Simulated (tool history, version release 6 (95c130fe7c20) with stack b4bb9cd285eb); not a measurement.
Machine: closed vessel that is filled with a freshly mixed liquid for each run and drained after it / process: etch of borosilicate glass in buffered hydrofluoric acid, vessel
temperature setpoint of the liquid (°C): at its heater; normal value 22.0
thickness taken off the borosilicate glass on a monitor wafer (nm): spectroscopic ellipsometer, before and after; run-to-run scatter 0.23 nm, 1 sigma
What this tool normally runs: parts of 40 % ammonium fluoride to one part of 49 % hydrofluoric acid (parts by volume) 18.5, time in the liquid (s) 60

run   hour  temperature setpoint of the liquid (°C)  parts of 40 % ammonium fluoride to one part of 49 % hydrofluoric acid (parts by volume)  time in the liquid (s)  read-back film thickness of the borosilicate glass reference wafer, read on the same gauge (nm)  thickness taken off the borosilicate glass on a monitor wafer (nm)
  1    0.0                                     22.0                                                                                     18.5                      60                                                                                           109.99                                                               36.16
  2   67.2                                     22.0                                                                                     18.5                      85                                                                                           109.98                                                               51.46
  3   92.6                                     22.0                                                                                     18.5                      60                                                                                           110.02                                                               36.54
  4  106.5                                     22.0                                                                                     18.5                      60                                                                                           110.01                                                               36.30
  5  119.7                                     22.0                                                                                     18.5                      60                                                                                           110.02                                                               36.53
  6  150.3                                     22.0                                                                                     18.5                      60                                                                                           109.99                                                               36.92
  7  184.3                                     22.0                                                                                     18.5                      60                                                                                           109.98                                                               36.65
  8  203.5                                     22.0                                                                                     18.5                      60                                                                                           109.98                                                               36.85
  9  237.0                                     22.0                                                                                     18.5                      60                                                                                           110.01                                                               36.61
 10  262.2                                     22.0                                                                                     18.5                      60                                                                                           110.00                                                               36.36
 11  287.1                                     22.0                                                                                     18.5                      60                                                                                           110.02                                                               36.68
 12  308.7                                     22.0                                                                                     18.5                      60                                                                                           109.98                                                               36.84
 13  330.2                                     22.0                                                                                     18.5                      60                                                                                           110.00                                                               36.59
 14  361.3                                     22.0                                                                                     18.5                      60                                                                                           110.02                                                               36.81
 15  376.2                                     19.0                                                                                     18.5                      95                                                                                           110.00                                                               49.48
 16  390.5                                     26.0                                                                                     21.5                      40                                                                                           110.00                                                               26.32
 17  471.9                                     22.0                                                                                     18.5                      80                                                                                           110.01                                                               50.07
 18  492.7                                     22.0                                                                                     18.5                      60                                                                                           110.00                                                               37.72
     509.5  -- gauge calibrated
     522.1  -- hydrofluoric acid flow meter replaced
     526.6  -- thermometer replaced
 19  527.1                                     22.0                                                                                     18.5                      60                                                                                           110.01                                                               38.87
 20  610.0                                     22.0                                                                                     16.0                      60                                                                                           109.97                                                               45.64
 21  638.2                                     22.0                                                                                     18.5                      60                                                                                           109.96                                                               39.35
 22  667.0                                     17.5                                                                                     25.0                      30                                                                                           109.99                                                               11.56
 23  693.3                                     20.0                                                                                     25.0                      60                                                                                           109.96                                                               26.74
 24  706.8                                     22.0                                                                                     12.0                      90                                                                                           110.02                                                               90.24
 25  733.6                                     17.0                                                                                     25.0                      60                                                                                           109.99                                                               22.75
     757.2  -- hydrofluoric acid flow meter replaced, repeated, since the last time left the tool worse
 26  761.1                                     22.0                                                                                     18.5                      35                                                                                           110.01                                                               19.81
 27  792.1                                     22.0                                                                                     22.5                      60                                                                                           110.01                                                               29.23
 28  835.5                                     19.0                                                                                     12.0                      85                                                                                           110.01                                                               64.54
 29  861.9                                     17.0                                                                                     21.0                      30                                                                                           109.98                                                               11.76
 30  890.6                                     17.5                                                                                     18.5                      60                                                                                           109.99                                                               27.26
 31  925.2                                     22.0                                                                                     18.5                      60                                                                                           110.00                                                               34.84
 32  955.1                                     22.0                                                                                     15.5                      90                                                                                           109.97                                                               62.13
 33  982.0                                     19.5                                                                                     12.5                      80                                                                                           110.01                                                               59.66

Run-by-run hidden state of the tool:
liquid hotter than its thermometer reads (K): 0 in every run
gauge reads high (%): 0 in every run
H1: hydrofluoric acid flow above the setpoint (%)
run     H1
  1   6.19
  2   6.52
  3   6.64
  4   6.71
  5   6.78
  6   6.93
  7   7.09
  8   7.19
  9   7.35
 10   7.48
 11    7.6
 12   7.71
 13   7.81
 14   7.97
 15   8.04
 16   8.11
 17   8.51
 18   8.61
 19   14.5
 20   14.9
 21     15
 22   15.2
 23   15.3
 24   15.4
 25   15.5
 26  0.364
 27  0.516
 28   0.73
 29   0.86
 30      1
 31   1.17
 32   1.32
 33   1.45
